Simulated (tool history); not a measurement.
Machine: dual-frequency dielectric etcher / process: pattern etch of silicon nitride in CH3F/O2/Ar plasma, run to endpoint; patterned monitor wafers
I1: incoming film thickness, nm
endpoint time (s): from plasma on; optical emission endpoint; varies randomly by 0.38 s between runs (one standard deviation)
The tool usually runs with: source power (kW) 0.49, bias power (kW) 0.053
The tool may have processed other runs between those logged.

Run 1, hour 0: usual settings; I1 31.86. Result: endpoint time (s) 51.2.
Run 2, hour 16.7: usual settings; I1 32.69. Result: endpoint time (s) 52.1.
Run 3, hour 33.2: usual settings but bias power (kW) 0.045; I1 32.35. Result: endpoint time (s) 54.7.
Run 4, hour 39.7: usual settings; I1 32.17. Result: endpoint time (s) 51.4.
Run 5, hour 48.1: usual settings but source power (kW) 0.54; I1 32.19. Result: endpoint time (s) 49.4.
Run 6, hour 56.2: usual settings but source power (kW) 0.54; I1 32.45. Result: endpoint time (s) 49.4.
Run 7, hour 65.5: usual settings but source power (kW) 0.54; I1 32.14. Result: endpoint time (s) 49.9.
Run 8, hour 71.7: usual settings but bias power (kW) 0.056; I1 32.4. Result: endpoint time (s) 51.2.
Run 9, hour 80.2: usual settings but bias power (kW) 0.05; I1 32.31. Result: endpoint time (s) 52.7.
Run 10, hour 90.7: usual settings but bias power (kW) 0.05; I1 32.43. Result: endpoint time (s) 52.8.
Run 11, hour 102.5: usual settings but bias power (kW) 0.05; I1 32.38. Result: endpoint time (s) 53.2.
Run 12, hour 113.9: usual settings; I1 32.41. Result: endpoint time (s) 52.5.
Run 13, hour 126.1: usual settings; I1 32.42. Result: endpoint time (s) 52.3.
Run 14, hour 141.8: usual settings but source power (kW) 0.53; I1 31.96. Result: endpoint time (s) 49.3.
Run 15, hour 147.8: usual settings but source power (kW) 0.53; I1 31.97. Result: endpoint time (s) 50.2.
Run 16, hour 178.4: usual settings but source power (kW) 0.41, bias power (kW) 0.045; I1 32.23. Result: endpoint time (s) 59.2.
Run 17, hour 187.3: usual settings but source power (kW) 0.41, bias power (kW) 0.045; I1 32.54. Result: endpoint time (s) 59.9.
At hour 216.7: upper electrode replaced.
Run 18, hour 217.2: usual settings but source power (kW) 0.53, bias power (kW) 0.059; I1 31.92. Result: endpoint time (s) 48.6.
Run 19, hour 217.6: usual settings but source power (kW) 0.4, bias power (kW) 0.043; I1 32.22. Result: endpoint time (s) 60.6.
Run 20, hour 221.5: usual settings; I1 32.29. Result: endpoint time (s) 51.9.
Run 21, hour 228.4: usual settings but bias power (kW) 0.048; I1 32.09. Result: endpoint time (s) 53.4.
Run 22, hour 243.2: usual settings but source power (kW) 0.59; I1 32.02. Result: endpoint time (s) 48.7.
At hour 252: source power generator calibrated.
At hour 273.7: wet clean of the chamber.
Run 23, hour 274.2: usual settings but source power (kW) 0.41, bias power (kW) 0.045; I1 32.24. Result: endpoint time (s) 57.1.

Run 24, settings as shown, results not yet in. Your forecast:
Run 24, hour 274.5: usual settings but source power (kW) 0.42, bias power (kW) 0.044; I1 32.56. Result: endpoint time (s) ?.

{"run 24": {"endpoint time (s)": 58.1}}
Without the tool's hidden state the same run would have given endpoint time (s) 57.5.
